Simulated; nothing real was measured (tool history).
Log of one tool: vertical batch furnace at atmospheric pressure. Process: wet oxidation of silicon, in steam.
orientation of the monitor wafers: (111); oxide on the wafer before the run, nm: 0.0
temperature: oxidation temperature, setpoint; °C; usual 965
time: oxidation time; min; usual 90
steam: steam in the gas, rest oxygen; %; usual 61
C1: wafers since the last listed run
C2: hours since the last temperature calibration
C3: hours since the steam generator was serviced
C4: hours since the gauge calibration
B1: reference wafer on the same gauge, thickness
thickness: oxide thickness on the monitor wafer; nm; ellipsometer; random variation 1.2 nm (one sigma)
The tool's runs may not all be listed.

{"run": 1, "hour": 0.0, "temperature": 965, "time": 90, "steam": 61, "C1": 0, "C2": 621.2, "C3": 2633, "C4": 568.3, "B1": 365.35, "thickness": 369.62}
{"run": 2, "hour": 44.4, "temperature": 965, "time": 90, "steam": 61, "C1": 892, "C2": 665.6, "C3": 2677.4, "C4": 612.7, "B1": 366.19, "thickness": 366.57}
{"run": 3, "hour": 77.6, "temperature": 965, "time": 90, "steam": 61, "C1": 667, "C2": 698.8, "C3": 2710.6, "C4": 645.9, "B1": 366.78, "thickness": 370.22}
{"run": 4, "hour": 106.3, "temperature": 965, "time": 90, "steam": 61, "C1": 576, "C2": 727.5, "C3": 2739.3, "C4": 674.6, "B1": 367.1, "thickness": 368.67}
{"run": 5, "hour": 164.0, "temperature": 965, "time": 90, "steam": 61, "C1": 1159, "C2": 785.2, "C3": 2797, "C4": 732.3, "B1": 367.27, "thickness": 370.8}
{"run": 6, "hour": 221.0, "temperature": 965, "time": 102.5, "steam": 61, "C1": 1145, "C2": 842.2, "C3": 2854, "C4": 789.3, "B1": 368.32, "thickness": 403.58}
{"run": 7, "hour": 288.9, "temperature": 965, "time": 90, "steam": 61, "C1": 1364, "C2": 910.1, "C3": 2921.9, "C4": 857.2, "B1": 368.73, "thickness": 371.09}
{"run": 8, "hour": 313.8, "temperature": 965, "time": 90, "steam": 61, "C1": 500, "C2": 935, "C3": 2946.8, "C4": 882.1, "B1": 369.09, "thickness": 372.84}
{"run": 9, "hour": 340.1, "temperature": 965, "time": 90, "steam": 61, "C1": 528, "C2": 961.3, "C3": 2973.1, "C4": 908.4, "B1": 369.03, "thickness": 371.19}
{"run": 10, "hour": 395.9, "temperature": 951, "time": 90, "steam": 58, "C1": 1121, "C2": 1017.1, "C3": 3028.9, "C4": 964.2, "B1": 369.9, "thickness": 325.53}
{"run": 11, "hour": 420.4, "temperature": 965, "time": 90, "steam": 61, "C1": 492, "C2": 1041.6, "C3": 3053.4, "C4": 988.7, "B1": 369.79, "thickness": 371.09}
{"run": 12, "hour": 478.8, "temperature": 965, "time": 90, "steam": 61, "C1": 1173, "C2": 1100, "C3": 3111.8, "C4": 1047.1, "B1": 371.12, "thickness": 374.3}
{"run": 13, "hour": 515.3, "temperature": 971, "time": 90, "steam": 61, "C1": 733, "C2": 1136.5, "C3": 3148.3, "C4": 1083.6, "B1": 370.86, "thickness": 391.37}
{"hour": 554.6, "done": "steam generator serviced"}
{"run": 14, "hour": 604.6, "temperature": 971, "time": 90, "steam": 61, "C1": 1311, "C2": 1225.8, "C3": 50, "C4": 1172.9, "B1": 371.54, "thickness": 389.92}
{"run": 15, "hour": 650.5, "temperature": 971, "time": 90, "steam": 61, "C1": 922, "C2": 1271.7, "C3": 95.9, "C4": 1218.8, "B1": 372.77, "thickness": 394.09}
{"hour": 658.2, "done": "gauge calibrated"}
{"run": 16, "hour": 719.7, "temperature": 951, "time": 90, "steam": 61, "C1": 1390, "C2": 1340.9, "C3": 165.1, "C4": 61.5, "B1": 357.7, "thickness": 322.89}
{"run": 17, "hour": 774.5, "temperature": 955, "time": 90, "steam": 61, "C1": 1100, "C2": 1395.7, "C3": 219.9, "C4": 116.3, "B1": 358.05, "thickness": 333.88}
{"run": 18, "hour": 840.8, "temperature": 965, "time": 90, "steam": 61, "C1": 1331, "C2": 1462, "C3": 286.2, "C4": 182.6, "B1": 358.49, "thickness": 363.81}
{"run": 19, "hour": 885.0, "temperature": 983, "time": 114, "steam": 55, "C1": 887, "C2": 1506.2, "C3": 330.4, "C4": 226.8, "B1": 359.09, "thickness": 443.74}
{"run": 20, "hour": 909.6, "temperature": 965, "time": 127, "steam": 61, "C1": 494, "C2": 1530.8, "C3": 355, "C4": 251.4, "B1": 359.34, "thickness": 454.74}
{"run": 21, "hour": 935.2, "temperature": 947, "time": 115, "steam": 70, "C1": 514, "C2": 1556.4, "C3": 380.6, "C4": 277, "B1": 359.47, "thickness": 413.55}
{"run": 22, "hour": 981.5, "temperature": 965, "time": 90, "steam": 61, "C1": 930, "C2": 1602.7, "C3": 426.9, "C4": 323.3, "B1": 359.83, "thickness": 362.75}
{"hour": 1020.4, "done": "thermocouples replaced and temperature profile calibrated"}
{"run": 23, "hour": 1049.2, "temperature": 965, "time": 90, "steam": 61, "C1": 877, "C2": 28.8, "C3": 494.6, "C4": 391, "B1": 360.43, "thickness": 362.43}
{"run": 24, "hour": 1110.2, "temperature": 971, "time": 90, "steam": 61, "C1": 1225, "C2": 89.8, "C3": 555.6, "C4": 452, "B1": 361.39, "thickness": 379.76}
{"run": 25, "hour": 1167.9, "temperature": 959, "time": 90, "steam": 61, "C1": 1159, "C2": 147.5, "C3": 613.3, "C4": 509.7, "B1": 362.38, "thickness": 349.28}
{"run": 26, "hour": 1197.0, "temperature": 977, "time": 56, "steam": 61, "C1": 584, "C2": 176.6, "C3": 642.4, "C4": 538.8, "B1": 361.93, "thickness": 289.17}
{"run": 27, "hour": 1243.6, "temperature": 965, "time": 90, "steam": 61, "C1": 936, "C2": 223.2, "C3": 689, "C4": 585.4, "B1": 362.68, "thickness": 364.08}
{"run": 28, "hour": 1284.8, "temperature": 965, "time": 90, "steam": 61, "C1": 827, "C2": 264.4, "C3": 730.2, "C4": 626.6, "B1": 363.23, "thickness": 364.34}
{"run": 29, "hour": 1348.9, "temperature": 943, "time": 125.5, "steam": 61, "C1": 1287, "C2": 328.5, "C3": 794.3, "C4": 690.7, "B1": 363.78, "thickness": 392.04}
{"run": 30, "hour": 1378.8, "temperature": 945, "time": 90, "steam": 69, "C1": 600, "C2": 358.4, "C3": 824.2, "C4": 720.6, "B1": 364.56, "thickness": 344.44}
{"run": 31, "hour": 1448.4, "temperature": 979, "time": 90, "steam": 61, "C1": 1398, "C2": 428, "C3": 893.8, "C4": 790.2, "B1": 364.99, "thickness": 405.32}
{"run": 32, "hour": 1484.1, "temperature": 955, "time": 68, "steam": 61, "C1": 717, "C2": 463.7, "C3": 929.5, "C4": 825.9, "B1": 365.23, "thickness": 282.05}
{"run": 33, "hour": 1513.7, "temperature": 965, "time": 58.5, "steam": 61, "C1": 594, "C2": 493.3, "C3": 959.1, "C4": 855.5, "B1": 365.75, "thickness": 273.65}
{"run": 34, "hour": 1576.3, "temperature": 965, "time": 62.5, "steam": 50, "C1": 1257, "C2": 555.9, "C3": 1021.7, "C4": 918.1, "B1": 366.28, "thickness": 250.79}

Forecast each of these 4 alternatives for the next run:
{"run": "A", "hour": 1580.9, "temperature": 985, "time": 90, "steam": 61, "C1": 92, "C2": 560.5, "C3": 1026.3, "C4": 922.7, "B1": "?", "thickness": "?"}
{"run": "B", "hour": 1580.9, "temperature": 977, "time": 132.5, "steam": 61, "C1": 92, "C2": 560.5, "C3": 1026.3, "C4": 922.7, "B1": "?", "thickness": "?"}
{"run": "C", "hour": 1580.9, "temperature": 984, "time": 110.5, "steam": 57, "C1": 92, "C2": 560.5, "C3": 1026.3, "C4": 922.7, "B1": "?", "thickness": "?"}
{"run": "D", "hour": 1580.9, "temperature": 965, "time": 90, "steam": 67, "C1": 92, "C2": 560.5, "C3": 1026.3, "C4": 922.7, "B1": "?", "thickness": "?"}

run=A B1=366.17 thickness=422.08
run=B B1=366.17 thickness=513.58
run=C B1=366.17 thickness=457.76
run=D B1=366.17 thickness=393.76
Without the tool's hidden state the same runs would have given:
run=A thickness=411.52
run=B thickness=500.72
run=C thickness=446.3
run=D thickness=383.9

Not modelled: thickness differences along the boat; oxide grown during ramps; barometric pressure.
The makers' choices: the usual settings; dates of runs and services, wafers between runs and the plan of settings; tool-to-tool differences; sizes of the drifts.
